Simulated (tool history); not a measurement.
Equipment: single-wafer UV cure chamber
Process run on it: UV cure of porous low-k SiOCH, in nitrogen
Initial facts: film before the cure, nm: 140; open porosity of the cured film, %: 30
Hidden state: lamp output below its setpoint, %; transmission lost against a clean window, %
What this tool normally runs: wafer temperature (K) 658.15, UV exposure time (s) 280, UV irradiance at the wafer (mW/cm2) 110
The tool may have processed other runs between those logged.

run   hour  wafer temperature (K)  UV exposure time (s)  UV irradiance at the wafer (mW/cm2)  wafers since the last listed run  hours since the UV bulbs were replaced  wafers since the quartz window was cleaned  loss of film thickness in the cure (%)
  1    0.0                 658.15                   410                                   87                                 0                                  1082.7                                        2181                                  17.737
  2   23.8                 658.15                   410                                   87                               266                                  1106.5                                        2448                                  17.748
  3   37.2                 658.15                   280                                  110                               150                                  1119.9                                        2598                                  16.497
  4   53.7                 658.15                   280                                  110                               184                                  1136.4                                        2783                                  16.949
  5   72.1                 658.15                   215                                  110                               206                                  1154.8                                        2989                                  15.303
  6  106.2                 658.15                   215                                  110                               382                                  1188.9                                        3371                                  15.153
  7  131.5                 658.15                   215                                  110                               283                                  1214.2                                        3654                                  15.192
  8  149.7                 658.15                   280                                  110                               203                                  1232.4                                        3858                                  16.188
     185.4  -- quartz window cleaned
  9  185.9                 658.15                   280                                  110                               315                                  1268.6                                           5                                  16.833
 10  206.8                 658.15                   235                                  110                               234                                  1289.5                                         239                                  15.660
 11  242.7                 658.15                   235                                  110                               402                                  1325.4                                         641                                  15.659
 12  277.2                 658.15                   235                                  110                               386                                  1359.9                                        1028                                  15.285
 13  312.5                 658.15                   280                                  110                               395                                  1395.2                                        1424                                  16.248
 14  336.9                 658.15                   280                                  110                               273                                  1419.6                                        1697                                  16.453
 15  353.4                 658.15                   280                                  110                               184                                  1436.1                                        1882                                  16.509
 16  367.8                 658.15                   400                                  110                               161                                  1450.5                                        2043                                  18.544
 17  403.0                 658.15                   315                                   85                               394                                  1485.7                                        2438                                  15.457
 18  478.9                 658.15                   280                                  110                               850                                  1561.6                                        3288                                  16.100
     517.8  -- UV bulbs replaced
 19  518.3                 658.15                   280                                   83                               351                                     0.5                                        3640                                  13.193
     531.6  -- quartz window cleaned
 20  549.8                 646.15                   355                                  110                               263                                    32.0                                         203                                  15.264
 21  579.4                 658.15                   280                                  110                               331                                    61.6                                         535                                  14.822
 22  598.0                 658.15                   280                                  110                               208                                    80.2                                         743                                  14.235
 23  612.3                 664.15                   280                                  110                               160                                    94.5                                         904                                  14.848
 24  633.6                 658.15                   280                                  110                               238                                   115.8                                        1142                                  14.415
 25  654.9                 640.15                   145                                  139                               238                                   137.1                                        1381                                  11.695
     669.8  -- UV bulbs replaced, repeated, since the last time left the tool worse
 26  685.9                 658.15                   280                                  110                               257                                    16.1                                        1639                                  17.739
 27  701.2                 645.15                   280                                   76                               171                                    31.4                                        1810                                  14.897
 28  725.5                 646.15                   325                                  143                               272                                    55.7                                        2082                                  19.953
 29  759.4                 658.15                   280                                  110                               379                                    89.6                                        2462                                  17.483
 30  780.4                 640.15                   280                                  110                               235                                   110.6                                        2698                                  17.545
 31  810.5                 663.15                   430                                  110                               337                                   140.7                                        3035                                  20.451
 32  839.4                 649.15                   280                                  132                               323                                   169.6                                        3359                                  18.491
 33  851.9                 664.15                   450                                  110                               140                                   182.1                                        3499                                  21.088

For run 34, what comes out?
 34  881.4                 652.15                   280                                   78                               330                                   211.6                                        3829                                       ?

loss of film thickness in the cure (%): 15.295
With no hidden state in the tool, this same run would have given loss of film thickness in the cure (%) 15.575.
